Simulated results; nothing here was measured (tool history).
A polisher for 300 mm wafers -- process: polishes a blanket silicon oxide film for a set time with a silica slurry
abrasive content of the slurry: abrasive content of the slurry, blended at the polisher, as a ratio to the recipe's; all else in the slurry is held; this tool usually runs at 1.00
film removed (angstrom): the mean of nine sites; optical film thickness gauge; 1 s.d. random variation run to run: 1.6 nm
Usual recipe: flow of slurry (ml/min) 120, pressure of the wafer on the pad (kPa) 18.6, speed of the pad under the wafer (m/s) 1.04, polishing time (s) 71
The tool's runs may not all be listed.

run	day	flow of slurry (ml/min)	pressure of the wafer on the pad (kPa)	speed of the pad under the wafer (m/s)	abrasive content of the slurry	polishing time (s)	wafers since the last listed run	wafers polished on this pad	hours since the slurry nozzle was cleaned	hours since the head pressure was calibrated	hours since the slurry blender was calibrated	hours since the conditioning disc was replaced	incoming thickness of the incoming film, nm	film removed (angstrom)
1	0.000	120	18.6	1.04	1.00	71	0	1069	331.1	7.6	26.0	386.4	875.0	1279
# day 0.317: conditioning disc replaced and pad reconditioned
2	0.825	120	18.6	1.04	1.00	71	200	1270	350.9	27.4	45.8	12.2	859.8	1261
3	1.988	120	18.6	1.04	1.00	71	314	1585	378.8	55.3	73.7	40.1	870.8	1238
# day 2.538: worn pad replaced by a new one
4	2.838	120	18.6	1.04	1.00	71	185	81	399.2	75.7	94.1	60.5	875.4	1181
5	3.800	120	18.6	1.04	1.00	71	260	342	422.3	98.8	117.2	83.6	876.4	1191
# day 5.100: slurry blender recalibrated
6	5.133	120	18.6	1.04	1.00	71	338	680	454.3	130.8	0.8	115.6	885.8	1130
# day 6.867: slurry nozzle cleaned
7	9.429	120	18.6	1.04	1.00	71	1152	1833	61.5	233.9	103.9	218.7	867.3	1090
# day 10.692: worn pad replaced by a new one, repeated, since the last time left the tool worse
# day 10.825: slurry blender recalibrated
8	10.846	120	18.6	1.04	1.00	71	316	19	95.5	267.9	0.5	252.7	859.7	1343
9	11.983	120	18.6	1.04	1.00	71	308	327	122.8	295.2	27.8	280.0	867.5	1279
10	12.650	120	18.6	1.04	1.00	71	180	507	138.8	311.2	43.8	296.0	862.9	1268
11	13.758	120	14.5	0.78	0.80	90	300	808	165.4	337.8	70.4	322.6	871.9	991
12	14.283	120	18.6	1.04	0.90	71	142	950	178.0	350.4	83.0	335.2	883.5	1213
# day 14.846: conditioning disc replaced and pad reconditioned
13	15.183	120	18.6	1.04	1.25	89	221	1171	199.6	372.0	104.6	8.1	870.3	1747
14	15.758	145	18.6	0.94	1.00	71	155	1327	213.4	385.8	118.4	21.9	863.0	1230
# day 16.433: worn pad replaced by a new one
15	17.104	105	16.5	1.04	1.00	71	319	181	245.7	418.1	150.7	54.2	861.8	1147

Forecast run 16:
# day 17.958: slurry blender recalibrated
# day 18.275: head pressure recalibrated
16	18.467	120	18.6	0.82	1.00	46	323	505	278.4	4.6	12.2	86.9	872.9	?

For run 16 the tool returned film removed (angstrom) 741.
The same run, on a tool lacking any hidden state, would have yielded film removed (angstrom) 758.

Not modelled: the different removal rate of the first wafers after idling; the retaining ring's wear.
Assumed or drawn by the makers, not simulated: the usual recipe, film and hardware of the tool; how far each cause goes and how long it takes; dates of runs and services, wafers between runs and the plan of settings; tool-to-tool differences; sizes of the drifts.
